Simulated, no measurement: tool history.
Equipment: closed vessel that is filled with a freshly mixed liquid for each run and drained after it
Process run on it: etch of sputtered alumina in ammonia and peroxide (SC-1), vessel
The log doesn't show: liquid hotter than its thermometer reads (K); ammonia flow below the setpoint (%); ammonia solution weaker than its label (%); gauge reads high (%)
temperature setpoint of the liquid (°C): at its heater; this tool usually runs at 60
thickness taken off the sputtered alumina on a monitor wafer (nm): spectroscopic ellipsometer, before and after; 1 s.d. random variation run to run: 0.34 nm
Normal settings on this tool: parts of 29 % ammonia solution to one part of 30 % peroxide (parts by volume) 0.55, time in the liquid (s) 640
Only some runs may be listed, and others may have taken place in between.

run,hour,temperature setpoint of the liquid (°C),parts of 29 % ammonia solution to one part of 30 % peroxide (parts by volume),time in the liquid (s),wafers since the last listed run,hours since the thermometer was replaced,hours since the ammonia flow meter was replaced,hours since the drum of ammonia solution was connected,hours since the gauge calibration,"read-back film thickness of the sputtered alumina reference wafer, read on the same gauge (nm)",thickness taken off the sputtered alumina on a monitor wafer (nm)
1,0,53.5,0.55,640,0,1610.8,389.8,361.8,670.8,29.99,47.32
2,46.3,53.5,0.55,640,3860,1657.1,436.1,408.1,717.1,30,47.89
3,76.8,53.5,0.55,640,2542,1687.6,466.6,438.6,747.6,29.98,47.67
4,114.3,60,0.55,640,3126,1725.1,504.1,476.1,785.1,30.02,67.48
5,195.9,60,0.55,640,6803,1806.7,585.7,557.7,866.7,29.98,67.96
6,256.8,60,0.55,640,5077,1867.6,646.6,618.6,927.6,29.99,67.99
# hour 266.8: gauge calibrated
# hour 271.8: ammonia flow meter replaced
7,313.7,60,0.55,640,4660,1924.5,41.9,675.5,46.9,29.99,67.97
# hour 332.5: thermometer replaced
8,370.4,56.5,0.55,750,4644,37.9,98.6,732.2,103.6,30.02,59.4
# hour 389.1: new drum of ammonia solution connected
9,403.5,54.5,0.8,260,2676,71,131.7,14.4,136.7,29.99,19.3
10,449.2,60,0.55,640,3810,116.7,177.4,60.1,182.4,29.98,61.89
11,531.7,60,0.55,305,6878,199.2,259.9,142.6,264.9,30.02,29.17
12,572.8,60,0.85,640,3426,240.3,301,183.7,306,30,64.93
13,639.9,60,0.55,640,5594,307.4,368.1,250.8,373.1,30,62.33
14,725.4,51,0.65,765,7128,392.9,453.6,336.3,458.6,30,46.94
15,787.1,60,0.55,640,5144,454.6,515.3,398,520.3,30.02,62.3

Below, some changes in thickness taken off the sputtered alumina on a monitor wafer (nm) between adjacent runs. For each, the amount present without the hidden state too (settings, incoming material, random variation) and the amount remaining for the hidden state with gauge scatter not shared by both compared results:
Run 7 -> 8: temperature setpoint of the liquid (°C) 60 -> 56.5, time in the liquid (s) 640 -> 750, thermometer replaced. thickness taken off the sputtered alumina on a monitor wafer (nm) -8.57: hidden state -6.78, all else -1.79.
Run 9 -> 10: temperature setpoint of the liquid (°C) 54.5 -> 60, parts of 29 % ammonia solution to one part of 30 % peroxide (parts by volume) 0.8 -> 0.55, time in the liquid (s) 260 -> 640. thickness taken off the sputtered alumina on a monitor wafer (nm) +42.59: hidden state +0.51, all else +42.08.
